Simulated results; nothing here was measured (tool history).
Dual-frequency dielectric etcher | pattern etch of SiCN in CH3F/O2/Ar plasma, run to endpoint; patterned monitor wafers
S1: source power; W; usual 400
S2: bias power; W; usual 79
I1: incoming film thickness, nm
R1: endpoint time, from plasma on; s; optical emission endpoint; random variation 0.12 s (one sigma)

Run 1, hour 0: usual settings but S1 430 W, S2 71 W; I1 9.17. Result: R1 24.2 s.
Run 2, hour 105.3: usual settings but S1 430 W, S2 71 W; I1 9.05. Result: R1 24.5 s.
Run 3, hour 180.6: usual settings but S1 350 W, S2 92 W; I1 9.15. Result: R1 24.7 s.
Run 4, hour 241.2: usual settings but S1 350 W, S2 92 W; I1 9.12. Result: R1 24.8 s.
Run 5, hour 316.4: usual settings but S1 350 W, S2 92 W; I1 9.14. Result: R1 25 s.
At hour 524.7: wet clean of the chamber.
Run 6, hour 525.2: usual settings but S1 360 W, S2 91 W; I1 9.1. Result: R1 23.6 s.
Run 7, hour 830: usual settings; I1 9.11. Result: R1 24.4 s.
Run 8, hour 872.4: usual settings but S1 360 W, S2 65 W; I1 9.19. Result: R1 28.7 s.
Run 9, hour 935.5: usual settings; I1 9.15. Result: R1 24.4 s.
Run 10, hour 989.5: usual settings; I1 9.07. Result: R1 24.5 s.
Run 11, hour 1067.6: usual settings; I1 9.23. Result: R1 25.2 s.
Run 12, hour 1110.2: usual settings; I1 9.12. Result: R1 24.8 s.
At hour 1170.6: upper electrode replaced.
At hour 1170.9: wet clean of the chamber.
Run 13, hour 1207.2: usual settings; I1 9.07. Result: R1 23.3 s.
Run 14, hour 1252.9: usual settings; I1 9.12. Result: R1 23.6 s.
Run 15, hour 1349.1: usual settings; I1 9.12. Result: R1 23.9 s.
Run 16, hour 1503.7: usual settings; I1 9.18. Result: R1 24.3 s.
Run 17, hour 1593.8: usual settings but S1 480 W; I1 9.07. Result: R1 21.5 s.
Run 18, hour 1644.1: usual settings but S1 450 W, S2 94 W; I1 9.02. Result: R1 20.8 s.
Run 19, hour 1694.3: usual settings but S1 360 W, S2 73 W; I1 9.11. Result: R1 27.2 s.
At hour 1817.1: wet clean of the chamber.
Run 20, hour 1817.6: usual settings but S1 470 W, S2 98 W; I1 9.11. Result: R1 19.2 s.
At hour 1840.8: source power generator calibrated.
Run 21, hour 1855.5: usual settings; I1 9. Result: R1 23.2 s.
Run 22, hour 1900.8: usual settings but S2 98 W; I1 9.12. Result: R1 21 s.
Run 23, hour 1968: usual settings but S1 500 W, S2 92 W; I1 9.04. Result: R1 19 s.
Run 24, hour 2012.6: usual settings but S1 430 W, S2 63 W; I1 9.07. Result: R1 25.2 s.
At hour 2058.4: bias power generator calibrated.
Run 25, hour 2125.9: usual settings; I1 9.12. Result: R1 24 s.
Run 26, hour 2227: usual settings but S1 460 W, S2 63 W; I1 9.15. Result: R1 25 s.
Run 27, hour 2263.3: usual settings but S1 320 W; I1 9.02. Result: R1 27.7 s.
Run 28, hour 2327.3: usual settings but S1 430 W, S2 63 W; I1 9.08. Result: R1 26 s.
At hour 2374: wet clean of the chamber.
Run 29, hour 2418.2: usual settings but S1 480 W, S2 85 W; I1 9.13. Result: R1 20.4 s.
Run 30, hour 2484: usual settings but S1 320 W, S2 61 W; I1 9.05. Result: R1 30.6 s.
Run 31, hour 2539: usual settings but S1 480 W; I1 9.13. Result: R1 21.6 s.
Run 32, hour 2631.5: usual settings but S1 430 W, S2 60 W; I1 9.03. Result: R1 26 s.
Run 33, hour 2689.1: usual settings but S2 92 W; I1 9.05. Result: R1 22.2 s.
Run 34, hour 2744.7: usual settings but S1 430 W, S2 91 W; I1 9.08. Result: R1 21.6 s.

Forecast each of these 5 alternatives for the next run:
Run A, hour 2745.1: usual settings but S1 310 W; I1 9.12. Result: R1 ?.
Run B, hour 2745.1: usual settings but S1 320 W, S2 94 W; I1 9.12. Result: R1 ?.
Run C, hour 2745.1: usual settings but S2 69 W; I1 9.12. Result: R1 ?.
Run D, hour 2745.1: usual settings but S2 84 W; I1 9.12. Result: R1 ?.
Run E, hour 2745.1: usual settings but S1 320 W, S2 95 W; I1 9.12. Result: R1 ?.

run    R1
  A  28.4
  B  25.5
  C  25.7
  D  23.4
  E  25.4
Without the tool's hidden state the same runs would have given:
run    R1
  A  27.8
  B    25
  C  25.2
  D  22.9
  E  24.8
